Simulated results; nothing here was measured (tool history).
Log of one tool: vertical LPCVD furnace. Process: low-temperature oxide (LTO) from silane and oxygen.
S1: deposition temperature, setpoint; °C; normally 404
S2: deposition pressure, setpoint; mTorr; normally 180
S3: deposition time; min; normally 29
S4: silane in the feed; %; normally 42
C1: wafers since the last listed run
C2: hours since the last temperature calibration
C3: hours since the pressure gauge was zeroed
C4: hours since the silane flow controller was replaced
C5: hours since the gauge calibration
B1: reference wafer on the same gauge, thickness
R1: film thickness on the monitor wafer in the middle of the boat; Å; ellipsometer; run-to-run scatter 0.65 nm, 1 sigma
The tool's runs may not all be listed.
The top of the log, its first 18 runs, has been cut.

| run | day | S1 | S2 | S3 | S4 | C1 | C2 | C3 | C4 | C5 | B1 | R1 |
|---|---|---|---|---|---|---|---|---|---|---|---|---|
| 19 | 13.925 | 404 | 160 | 37 | 42 | 169 | 246.9 | 249.6 | 15.2 | 228.6 | 232.01 | 2962.6 |
| 20 | 14.325 | 404 | 180 | 23.5 | 42 | 110 | 256.5 | 259.2 | 24.8 | 238.2 | 231.84 | 2121.8 |
| 21 | 14.775 | 404 | 200 | 20 | 38 | 124 | 267.3 | 270 | 35.6 | 249 | 232.05 | 1784.5 |
| 22 | 15.521 | 404 | 140 | 29 | 42 | 206 | 285.2 | 287.9 | 53.5 | 266.9 | 231.82 | 2050.2 |
| 23 | 15.979 | 404 | 180 | 36.5 | 38 | 126 | 296.2 | 298.9 | 64.5 | 277.9 | 231.84 | 2925.5 |
| 24 | 16.671 | 404 | 180 | 36.5 | 42 | 191 | 312.8 | 315.5 | 81.1 | 294.5 | 231.73 | 3308.8 |
| 25 | 17.104 | 404 | 225 | 39.5 | 47 | 119 | 323.2 | 325.9 | 91.5 | 304.9 | 231.97 | 4980.1 |
| 26 | 17.546 | 404 | 180 | 29 | 38 | 122 | 333.8 | 336.5 | 102.1 | 315.5 | 232.11 | 2339.7 |
| 27 | 18.221 | 404 | 165 | 29 | 42 | 186 | 350 | 352.7 | 118.3 | 331.7 | 231.86 | 2422 |
| 28 | 18.529 | 404 | 155 | 35 | 50 | 85 | 357.4 | 360.1 | 125.7 | 339.1 | 232.07 | 3255.3 |
| 29 | 19 | 412 | 180 | 39.5 | 39 | 130 | 368.7 | 371.4 | 137 | 350.4 | 231.99 | 3585.2 |
| 30 | 19.696 | 400 | 180 | 33 | 42 | 192 | 385.4 | 388.1 | 153.7 | 367.1 | 231.84 | 2875.4 |

What if the next run were any one of these 5? Each begins from the tool's condition after run 30:
| A | 19.85 | 413 | 180 | 29 | 42 | 42 | 389.1 | 391.8 | 157.4 | 370.8 | ? | ? |
| B | 19.85 | 404 | 215 | 29 | 42 | 42 | 389.1 | 391.8 | 157.4 | 370.8 | ? | ? |
| C | 19.85 | 400 | 135 | 29 | 42 | 42 | 389.1 | 391.8 | 157.4 | 370.8 | ? | ? |
| D | 19.85 | 404 | 180 | 34 | 42 | 42 | 389.1 | 391.8 | 157.4 | 370.8 | ? | ? |
| E | 19.85 | 398 | 205 | 32.5 | 48 | 42 | 389.1 | 391.8 | 157.4 | 370.8 | ? | ? |

| run | B1 | R1 |
|---|---|---|
| A | 232.04 | 2895.3 |
| B | 232.04 | 3137.5 |
| C | 232.04 | 1909 |
| D | 232.04 | 3091 |
| E | 232.04 | 3606.9 |
With the hidden condition removed and each run's random variation left untouched, the same runs would have given:
| run | R1 |
|---|---|
| A | 2763.9 |
| B | 3003.6 |
| C | 1806.5 |
| D | 2948.2 |
| E | 3451.8 |
